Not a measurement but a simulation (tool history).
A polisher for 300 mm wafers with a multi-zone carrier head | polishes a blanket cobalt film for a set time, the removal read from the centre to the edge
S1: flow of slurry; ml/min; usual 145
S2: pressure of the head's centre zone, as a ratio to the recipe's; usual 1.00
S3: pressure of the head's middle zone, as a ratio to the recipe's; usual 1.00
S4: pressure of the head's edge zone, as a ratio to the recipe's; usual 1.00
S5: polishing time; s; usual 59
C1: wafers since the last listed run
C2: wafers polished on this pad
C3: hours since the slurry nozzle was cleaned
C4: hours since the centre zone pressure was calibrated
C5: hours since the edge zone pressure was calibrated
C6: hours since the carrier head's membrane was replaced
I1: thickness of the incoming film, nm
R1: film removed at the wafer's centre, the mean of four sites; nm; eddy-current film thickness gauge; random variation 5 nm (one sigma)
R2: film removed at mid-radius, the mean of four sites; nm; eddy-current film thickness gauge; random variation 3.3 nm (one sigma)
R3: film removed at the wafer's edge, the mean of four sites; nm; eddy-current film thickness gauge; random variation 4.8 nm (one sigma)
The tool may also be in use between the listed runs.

run	hour	S1	S2	S3	S4	S5	C1	C2	C3	C4	C5	C6	I1	R1	R2	R3
1	0.0	115	1.00	1.00	1.00	59	0	1982	186.2	262.4	735.8	581.3	1103.2	369.9	366.3	384.1
2	59.1	115	1.00	1.00	1.00	59	451	2433	245.3	321.5	794.9	640.4	1102.6	372.7	365.9	385.6
3	94.4	145	1.00	0.96	1.00	59	269	2703	280.6	356.8	830.2	675.7	1115.5	388.8	368.1	395.9
# hour 104.0: carrier head's membrane replaced by a new one
# hour 111.3: worn pad replaced by a new one, of another model than before
4	118.8	145	1.00	0.96	1.00	59	117	57	305.0	381.2	854.6	14.8	1121.1	389.3	371.8	398.4
5	187.6	145	1.00	1.00	1.00	59	525	582	373.8	450.0	923.4	83.6	1128.5	391.3	385.3	399.9
6	255.2	110	1.00	1.00	1.00	59	516	1099	441.4	517.6	991.0	151.2	1111.4	370.6	367.0	390.4
# hour 297.1: edge zone pressure recalibrated
7	299.1	115	1.00	0.88	0.92	77	320	1419	485.3	561.5	2.0	195.1	1108.4	485.7	425.5	485.1
# hour 323.9: slurry nozzle cleaned
8	330.7	145	1.00	1.00	1.00	59	233	1653	6.8	593.1	33.6	226.7	1112.9	389.4	393.5	399.2
9	384.3	145	1.03	1.00	0.90	69	409	2062	60.4	646.7	87.2	280.3	1095.8	481.5	451.0	446.9
# hour 444.2: worn pad replaced by a new one
10	446.5	165	1.09	1.00	1.07	49	444	17	122.6	708.9	149.4	342.5	1123.7	366.0	331.6	353.7
# hour 474.4: centre zone pressure recalibrated
11	518.2	145	1.00	1.00	1.00	59	532	549	194.3	43.8	221.1	414.2	1093.5	401.0	390.6	397.2
12	580.1	145	0.94	0.96	1.00	59	472	1022	256.2	105.7	283.0	476.1	1113.2	367.9	371.0	401.4
13	638.1	145	1.00	1.00	1.00	59	443	1465	314.2	163.7	341.0	534.1	1103.6	391.7	385.9	394.2
14	794.6	130	1.00	1.10	1.08	59	1195	2661	470.7	320.2	497.5	690.6	1117.1	383.1	399.9	418.2
# hour 809.7: worn pad replaced by a new one
# hour 824.5: carrier head's membrane replaced by a new one
15	844.1	145	1.00	1.00	1.00	59	309	224	520.2	369.7	547.0	19.6	1111.8	378.0	375.5	392.6
16	885.3	145	1.00	1.00	1.00	66	314	539	561.4	410.9	588.2	60.8	1108.4	422.7	417.7	435.3
# hour 913.3: slurry nozzle cleaned
17	934.9	180	1.00	0.95	1.00	72	371	910	21.6	460.5	637.8	110.4	1120.6	505.6	461.5	513.0
18	959.0	170	1.00	1.07	0.96	51	184	1094	45.7	484.6	661.9	134.5	1116.6	349.6	365.7	351.8
19	1058.6	145	0.94	0.96	1.00	59	760	1855	145.3	584.2	761.5	234.1	1108.7	379.4	377.0	407.8
20	1084.6	190	0.89	1.00	1.00	59	198	2054	171.3	610.2	787.5	260.1	1093.7	368.9	406.6	424.7
21	1140.8	130	1.00	1.04	1.00	59	429	2483	227.5	666.4	843.7	316.3	1124.7	390.9	394.2	403.6

Forecast each of these 5 alternatives for the next run:
A	1141.2	145	1.00	1.00	1.00	59	3	2486	227.9	666.8	844.1	316.7	1110.5	?	?	?
B	1141.2	145	1.00	1.07	1.00	67	3	2486	227.9	666.8	844.1	316.7	1110.5	?	?	?
C	1141.2	145	1.04	1.00	1.00	59	3	2486	227.9	666.8	844.1	316.7	1110.5	?	?	?
D	1141.2	160	0.96	0.91	1.05	59	3	2486	227.9	666.8	844.1	316.7	1110.5	?	?	?
E	1141.2	125	1.00	0.94	1.06	68	3	2486	227.9	666.8	844.1	316.7	1110.5	?	?	?

run	R1	R2	R3
A	396.4	385.4	405.1
B	450.3	463.5	459.6
C	412.3	385.3	405.1
D	385.6	360.6	419.1
E	446.6	413.5	474.2
Without the tool's hidden state the same runs would have given:
run	R1	R2	R3
A	400.1	388.5	407.5
B	454.5	467.3	462.3
C	416.2	388.5	407.5
D	389.0	363.4	421.5
E	451.2	417.2	477.2
